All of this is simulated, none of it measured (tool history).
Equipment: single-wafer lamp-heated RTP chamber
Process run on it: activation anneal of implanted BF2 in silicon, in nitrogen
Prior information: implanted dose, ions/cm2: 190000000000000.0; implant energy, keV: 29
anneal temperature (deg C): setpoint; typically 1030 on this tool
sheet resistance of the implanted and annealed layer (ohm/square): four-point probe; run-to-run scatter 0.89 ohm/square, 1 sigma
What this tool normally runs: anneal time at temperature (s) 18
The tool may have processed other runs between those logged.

| run | day | anneal temperature (deg C) | anneal time at temperature (s) | wafers since the last listed run | wafers since the last pyrometer calibration | wafers since the reflector plate was cleaned | hours since the gauge calibration | read-back reference wafer on the same gauge, sheet resistance | sheet resistance of the implanted and annealed layer (ohm/square) |
|---|---|---|---|---|---|---|---|---|---|
| 1 | 0 | 1030 | 18 | 0 | 3092 | 4308 | 494.8 | 518.37 | 601.44 |
| 2 | 1.529 | 1030 | 18 | 989 | 4081 | 5297 | 531.5 | 519.49 | 602.1 |
|  | 2.45 | reflector plate cleaned |
| 3 | 3.304 | 1030 | 24 | 932 | 5014 | 553 | 574.1 | 520.43 | 598.48 |
|  | 4.875 | gauge calibrated |
| 4 | 4.938 | 1030 | 24 | 1056 | 6070 | 1610 | 1.5 | 513.73 | 592.84 |
|  | 7.721 | pyrometer window cleaned and pyrometer calibrated |
| 5 | 7.883 | 1030 | 18 | 1689 | 106 | 3299 | 72.2 | 514.05 | 595.68 |
| 6 | 9.058 | 1030 | 18 | 760 | 866 | 4060 | 100.4 | 514.11 | 595.6 |
|  | 10.212 | reflector plate cleaned |
| 7 | 11.717 | 1030 | 18 | 1503 | 2370 | 971 | 164.2 | 514.31 | 596.75 |
| 8 | 12.925 | 1050 | 18 | 781 | 3152 | 1753 | 193.2 | 514.72 | 594.52 |
| 9 | 15.575 | 1030 | 14 | 1714 | 4866 | 3467 | 256.8 | 515.31 | 597.6 |
| 10 | 16.946 | 1009 | 28 | 886 | 5752 | 4354 | 289.7 | 515.64 | 597.15 |
|  | 17.683 | reflector plate cleaned |
|  | 18.8 | pyrometer window cleaned and pyrometer calibrated |
| 11 | 19.846 | 1030 | 18 | 1444 | 677 | 1183 | 359.3 | 516.07 | 597.81 |
| 12 | 20.871 | 1038 | 8 | 663 | 1340 | 1846 | 383.9 | 516.83 | 602.38 |
| 13 | 23.496 | 1030 | 18 | 1697 | 3038 | 3544 | 446.9 | 517.76 | 599.72 |
| 14 | 25.433 | 1012 | 27 | 1253 | 4291 | 4797 | 493.4 | 518.71 | 600.9 |
|  | 26.833 | gauge calibrated |
|  | 27.588 | reflector plate cleaned |
| 15 | 28.35 | 1043 | 21 | 1671 | 5962 | 494 | 36.4 | 513.8 | 592.49 |
| 16 | 29.4 | 1030 | 10 | 679 | 6642 | 1173 | 61.6 | 513.98 | 599.06 |
|  | 30.892 | pyrometer window cleaned and pyrometer calibrated |
| 17 | 30.912 | 1015 | 15 | 762 | 14 | 1936 | 97.9 | 514.26 | 597.83 |
| 18 | 33.712 | 1030 | 21 | 1811 | 1825 | 3747 | 165.1 | 514.24 | 594.65 |
| 19 | 35.854 | 1030 | 18 | 1385 | 3210 | 5132 | 216.5 | 514.97 | 595.92 |

Here are 3 independent what-if runs from the current tool condition. What would each one return?
| A | 35.871 | 1030 | 18 | 10 | 3221 | 5143 | 216.9 | ? | ? |
| B | 35.871 | 1006 | 9 | 10 | 3221 | 5143 | 216.9 | ? | ? |
| C | 35.871 | 1047 | 18 | 10 | 3221 | 5143 | 216.9 | ? | ? |

| run | read-back reference wafer on the same gauge, sheet resistance | sheet resistance of the implanted and annealed layer (ohm/square) |
|---|---|---|
| A | 514.83 | 598.55 |
| B | 514.83 | 605.43 |
| C | 514.83 | 596.28 |
Without the tool's hidden state the same runs would have given:
| run | sheet resistance of the implanted and annealed layer (ohm/square) |
|---|---|
| A | 597.47 |
| B | 604.34 |
| C | 595.2 |
